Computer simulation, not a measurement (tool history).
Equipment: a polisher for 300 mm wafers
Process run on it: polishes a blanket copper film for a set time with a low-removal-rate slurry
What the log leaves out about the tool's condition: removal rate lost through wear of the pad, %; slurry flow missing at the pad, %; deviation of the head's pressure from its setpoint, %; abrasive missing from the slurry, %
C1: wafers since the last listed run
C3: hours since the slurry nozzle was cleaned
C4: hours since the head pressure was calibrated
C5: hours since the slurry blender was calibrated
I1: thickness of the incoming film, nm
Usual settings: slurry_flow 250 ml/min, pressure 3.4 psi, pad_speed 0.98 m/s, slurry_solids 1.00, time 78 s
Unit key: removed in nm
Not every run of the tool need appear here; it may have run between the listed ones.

{"run": 1, "day": 0.0, "slurry_flow": 295, "pressure": 3.4, "pad_speed": 0.98, "slurry_solids": 1.0, "time": 78, "C1": 0, "wafers polished on this pad": 784, "C3": 168.3, "C4": 192.4, "C5": 221.3, "I1": 941.0, "removed": 321.2}
{"run": 2, "day": 0.3, "slurry_flow": 295, "pressure": 3.4, "pad_speed": 0.98, "slurry_solids": 1.0, "time": 78, "C1": 57, "wafers polished on this pad": 841, "C3": 175.5, "C4": 199.6, "C5": 228.5, "I1": 932.9, "removed": 323.2}
{"run": 3, "day": 0.788, "slurry_flow": 250, "pressure": 3.4, "pad_speed": 0.98, "slurry_solids": 1.0, "time": 78, "C1": 93, "wafers polished on this pad": 935, "C3": 187.2, "C4": 211.3, "C5": 240.2, "I1": 931.3, "removed": 312.7}
{"day": 1.367, "done": "worn pad replaced by a new one"}
{"run": 4, "day": 1.388, "slurry_flow": 250, "pressure": 3.4, "pad_speed": 0.98, "slurry_solids": 1.0, "time": 78, "C1": 83, "wafers polished on this pad": 3, "C3": 201.6, "C4": 225.7, "C5": 254.6, "I1": 945.8, "removed": 318.0}
{"run": 5, "day": 1.962, "slurry_flow": 250, "pressure": 3.4, "pad_speed": 0.98, "slurry_solids": 1.0, "time": 78, "C1": 110, "wafers polished on this pad": 114, "C3": 215.4, "C4": 239.5, "C5": 268.4, "I1": 928.0, "removed": 320.2}
{"run": 6, "day": 2.217, "slurry_flow": 250, "pressure": 3.4, "pad_speed": 1.18, "slurry_solids": 1.0, "time": 78, "C1": 48, "wafers polished on this pad": 163, "C3": 221.5, "C4": 245.6, "C5": 274.5, "I1": 942.4, "removed": 374.8}
{"run": 7, "day": 2.688, "slurry_flow": 250, "pressure": 3.4, "pad_speed": 1.16, "slurry_solids": 1.0, "time": 78, "C1": 90, "wafers polished on this pad": 253, "C3": 232.8, "C4": 256.9, "C5": 285.8, "I1": 930.0, "removed": 363.3}
{"run": 8, "day": 3.075, "slurry_flow": 250, "pressure": 3.4, "pad_speed": 1.16, "slurry_solids": 1.0, "time": 78, "C1": 74, "wafers polished on this pad": 328, "C3": 242.1, "C4": 266.2, "C5": 295.1, "I1": 946.3, "removed": 368.0}
{"run": 9, "day": 3.696, "slurry_flow": 250, "pressure": 3.4, "pad_speed": 1.16, "slurry_solids": 1.0, "time": 78, "C1": 119, "wafers polished on this pad": 447, "C3": 257.0, "C4": 281.1, "C5": 310.0, "I1": 959.3, "removed": 373.8}
{"run": 10, "day": 4.033, "slurry_flow": 275, "pressure": 4.2, "pad_speed": 0.98, "slurry_solids": 1.0, "time": 78, "C1": 64, "wafers polished on this pad": 512, "C3": 265.1, "C4": 289.2, "C5": 318.1, "I1": 934.1, "removed": 383.9}
{"run": 11, "day": 4.479, "slurry_flow": 275, "pressure": 4.2, "pad_speed": 0.98, "slurry_solids": 1.0, "time": 78, "C1": 85, "wafers polished on this pad": 598, "C3": 275.8, "C4": 299.9, "C5": 328.8, "I1": 947.4, "removed": 391.8}
{"run": 12, "day": 5.304, "slurry_flow": 250, "pressure": 3.4, "pad_speed": 0.98, "slurry_solids": 1.0, "time": 78, "C1": 158, "wafers polished on this pad": 757, "C3": 295.6, "C4": 319.7, "C5": 348.6, "I1": 928.1, "removed": 321.7}
{"run": 13, "day": 5.621, "slurry_flow": 185, "pressure": 3.4, "pad_speed": 0.98, "slurry_solids": 1.0, "time": 78, "C1": 60, "wafers polished on this pad": 817, "C3": 303.2, "C4": 327.3, "C5": 356.2, "I1": 946.4, "removed": 309.0}
{"run": 14, "day": 6.204, "slurry_flow": 250, "pressure": 3.4, "pad_speed": 0.98, "slurry_solids": 1.0, "time": 78, "C1": 112, "wafers polished on this pad": 930, "C3": 317.2, "C4": 341.3, "C5": 370.2, "I1": 949.6, "removed": 322.3}
{"run": 15, "day": 6.538, "slurry_flow": 250, "pressure": 3.4, "pad_speed": 0.98, "slurry_solids": 1.0, "time": 63, "C1": 64, "wafers polished on this pad": 994, "C3": 325.2, "C4": 349.3, "C5": 378.2, "I1": 931.9, "removed": 258.5}
{"run": 16, "day": 6.988, "slurry_flow": 250, "pressure": 4.5, "pad_speed": 0.98, "slurry_solids": 1.0, "time": 78, "C1": 86, "wafers polished on this pad": 1080, "C3": 336.0, "C4": 360.1, "C5": 389.0, "I1": 927.4, "removed": 417.2}
{"run": 17, "day": 7.546, "slurry_flow": 250, "pressure": 3.4, "pad_speed": 0.98, "slurry_solids": 1.0, "time": 78, "C1": 107, "wafers polished on this pad": 1188, "C3": 349.4, "C4": 373.5, "C5": 402.4, "I1": 953.4, "removed": 325.2}
{"run": 18, "day": 7.967, "slurry_flow": 250, "pressure": 3.4, "pad_speed": 0.98, "slurry_solids": 1.15, "time": 56, "C1": 80, "wafers polished on this pad": 1269, "C3": 359.5, "C4": 383.6, "C5": 412.5, "I1": 947.8, "removed": 245.7}
{"day": 8.354, "done": "worn pad replaced by a new one, of another model than before"}
{"day": 8.392, "done": "slurry nozzle cleaned"}
{"run": 19, "day": 8.508, "slurry_flow": 160, "pressure": 3.4, "pad_speed": 0.98, "slurry_solids": 1.0, "time": 58, "C1": 65, "wafers polished on this pad": 22, "C3": 2.8, "C4": 396.6, "C5": 425.5, "I1": 934.9, "removed": 211.0}
{"run": 20, "day": 8.9, "slurry_flow": 210, "pressure": 2.7, "pad_speed": 0.98, "slurry_solids": 1.0, "time": 52, "C1": 75, "wafers polished on this pad": 97, "C3": 12.2, "C4": 406.0, "C5": 434.9, "I1": 942.5, "removed": 186.7}
{"day": 9.367, "done": "head pressure recalibrated"}
{"run": 21, "day": 9.621, "slurry_flow": 250, "pressure": 3.4, "pad_speed": 0.82, "slurry_solids": 0.8, "time": 78, "C1": 122, "wafers polished on this pad": 220, "C3": 29.5, "C4": 6.1, "C5": 452.2, "I1": 948.4, "removed": 256.4}
{"day": 9.975, "done": "slurry blender recalibrated"}
{"run": 22, "day": 10.071, "slurry_flow": 250, "pressure": 3.4, "pad_speed": 0.98, "slurry_solids": 0.75, "time": 78, "C1": 70, "wafers polished on this pad": 290, "C3": 40.3, "C4": 16.9, "C5": 2.3, "I1": 949.2, "removed": 276.2}
{"run": 23, "day": 10.796, "slurry_flow": 250, "pressure": 3.4, "pad_speed": 0.98, "slurry_solids": 1.0, "time": 68, "C1": 139, "wafers polished on this pad": 430, "C3": 57.7, "C4": 34.3, "C5": 19.7, "I1": 932.9, "removed": 269.0}
{"run": 24, "day": 11.346, "slurry_flow": 250, "pressure": 3.4, "pad_speed": 1.12, "slurry_solids": 0.85, "time": 78, "C1": 105, "wafers polished on this pad": 536, "C3": 70.9, "C4": 47.5, "C5": 32.9, "I1": 957.1, "removed": 317.7}
{"run": 25, "day": 11.629, "slurry_flow": 190, "pressure": 3.4, "pad_speed": 0.98, "slurry_solids": 1.0, "time": 78, "C1": 54, "wafers polished on this pad": 590, "C3": 77.7, "C4": 54.3, "C5": 39.7, "I1": 939.1, "removed": 290.7}
{"run": 26, "day": 12.217, "slurry_flow": 250, "pressure": 3.4, "pad_speed": 0.98, "slurry_solids": 1.0, "time": 78, "C1": 113, "wafers polished on this pad": 703, "C3": 91.8, "C4": 68.4, "C5": 53.8, "I1": 952.3, "removed": 309.3}
{"run": 27, "day": 13.746, "slurry_flow": 250, "pressure": 3.4, "pad_speed": 0.98, "slurry_solids": 1.1, "time": 78, "C1": 294, "wafers polished on this pad": 997, "C3": 128.5, "C4": 105.1, "C5": 90.5, "I1": 948.4, "removed": 321.0}

Below, some changes in removed between adjacent runs. For each, the amount present without the hidden state too (settings, incoming material, random variation) and the amount remaining for the hidden state with gauge scatter not shared by both compared results:
Run 15 -> 16: pressure 3.4 -> 4.5, time 63 -> 78. removed +158.7 nm: hidden state +8.3, all else +150.4.
Run 16 -> 17: pressure 4.5 -> 3.4. removed -92.0 nm: hidden state -4.0, all else -88.0.
Run 18 -> 19: slurry_flow 250 -> 160, slurry_solids 1.15 -> 1.00, time 56 -> 58, worn pad replaced by a new one, of another model than before, slurry nozzle cleaned. removed -34.7 nm: hidden state -7.0, all else -27.7.
